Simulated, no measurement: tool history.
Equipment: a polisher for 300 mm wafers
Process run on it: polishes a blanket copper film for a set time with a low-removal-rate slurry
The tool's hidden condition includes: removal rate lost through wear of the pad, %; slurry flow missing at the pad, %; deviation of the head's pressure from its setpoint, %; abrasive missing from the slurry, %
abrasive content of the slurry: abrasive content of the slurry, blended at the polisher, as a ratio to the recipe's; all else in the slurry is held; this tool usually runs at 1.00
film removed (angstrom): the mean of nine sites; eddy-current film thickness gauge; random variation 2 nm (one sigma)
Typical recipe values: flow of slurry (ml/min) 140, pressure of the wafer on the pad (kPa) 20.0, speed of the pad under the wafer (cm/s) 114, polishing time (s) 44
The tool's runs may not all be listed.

run    hour  flow of slurry (ml/min)  pressure of the wafer on the pad (kPa)  speed of the pad under the wafer (cm/s)  abrasive content of the slurry  polishing time (s)  wafers since the last listed run  wafers polished on this pad  hours since the slurry nozzle was cleaned  hours since the head pressure was calibrated  hours since the slurry blender was calibrated  incoming thickness of the incoming film, nm  film removed (angstrom)
  1     0.0                      140                                    20.0                                      114                            1.00                  44                                 0                         1291                                      215.9                                         448.7                                            6.0                                        695.8                     1786
  2    71.5                      140                                    20.0                                      114                            1.00                  44                               555                         1846                                      287.4                                         520.2                                           77.5                                        692.9                     1762
       80.6  -- worn pad replaced by a new one
  3   113.0                      140                                    20.0                                       90                            1.00                  44                               291                          251                                      328.9                                         561.7                                          119.0                                        701.0                     1411
  4   179.4                      140                                    20.0                                       90                            1.00                  44                               515                          767                                      395.3                                         628.1                                          185.4                                        697.3                     1433
      229.1  -- head pressure recalibrated
  5   236.3                      140                                    20.0                                       90                            1.00                  44                               426                         1194                                      452.2                                           7.2                                          242.3                                        699.9                     1431
      276.1  -- worn pad replaced by a new one
  6   286.0                      140                                    20.0                                      114                            1.00                  44                               355                           77                                      501.9                                          56.9                                          292.0                                        690.1                     1773
  7   337.4                      140                                    20.0                                      114                            1.00                  44                               399                          476                                      553.3                                         108.3                                          343.4                                        694.1                     1807
  8   393.2                      140                                    20.0                                      114                            1.00                  44                               433                          910                                      609.1                                         164.1                                          399.2                                        694.8                     1796
      410.3  -- slurry nozzle cleaned
      432.5  -- slurry blender recalibrated
  9   454.7                      140                                    20.0                                      114                            1.00                  44                               454                         1364                                       44.4                                         225.6                                           22.2                                        696.8                     1807
 10   508.6                      140                                    20.0                                      114                            1.00                  44                               418                         1783                                       98.3                                         279.5                                           76.1                                        710.7                     1797
      524.4  -- worn pad replaced by a new one
 11   547.4                      140                                    20.0                                      114                            1.00                  44                               270                          178                                      137.1                                         318.3                                          114.9                                        699.4                     1816
 12   618.5                      140                                    20.0                                      114                            0.90                  44                               552                          731                                      208.2                                         389.4                                          186.0                                        697.7                     1744
 13   675.2                      120                                    17.2                                      114                            1.00                  44                               440                         1171                                      264.9                                         446.1                                          242.7                                        699.3                     1522
 14   745.5                      140                                    20.0                                      114                            1.00                  44                               546                         1718                                      335.2                                         516.4                                          313.0                                        698.7                     1828
      765.7  -- worn pad replaced by a new one
 15   781.3                      140                                    20.0                                      128                            1.00                  44                               247                          120                                      371.0                                         552.2                                          348.8                                        690.4                     1981
      811.0  -- slurry blender recalibrated
 16   849.7                      140                                    20.0                                      114                            1.00                  44                               515                          636                                      439.4                                         620.6                                           38.7                                        694.1                     1817
      867.0  -- head pressure recalibrated
 17   882.3                      140                                    20.0                                      148                            1.00                  51                               237                          874                                      472.0                                          15.3                                           71.3                                        708.9                     2711
      916.9  -- slurry nozzle cleaned
 18   945.8                      140                                    20.0                                       96                            1.30                  44                               485                         1360                                       28.9                                          78.8                                          134.8                                        714.6                     1611
      990.9  -- worn pad replaced by a new one
 19  1050.2                      115                                    20.0                                      114                            1.00                  44                               780                          460                                      133.3                                         183.2                                          239.2                                        709.8                     1739
 20  1095.3                      140                                    20.0                                      114                            1.00                  44                               350                          811                                      178.4                                         228.3                                          284.3                                        697.6                     1784

Exercise: give the hidden state of the tool at every run:
removal rate lost through wear of the pad, %: 0 across all the runs
slurry flow missing at the pad, %: 0 across all the runs
deviation of the head's pressure from its setpoint, %: 0 across all the runs
abrasive missing from the slurry, %: 0 across all the runs

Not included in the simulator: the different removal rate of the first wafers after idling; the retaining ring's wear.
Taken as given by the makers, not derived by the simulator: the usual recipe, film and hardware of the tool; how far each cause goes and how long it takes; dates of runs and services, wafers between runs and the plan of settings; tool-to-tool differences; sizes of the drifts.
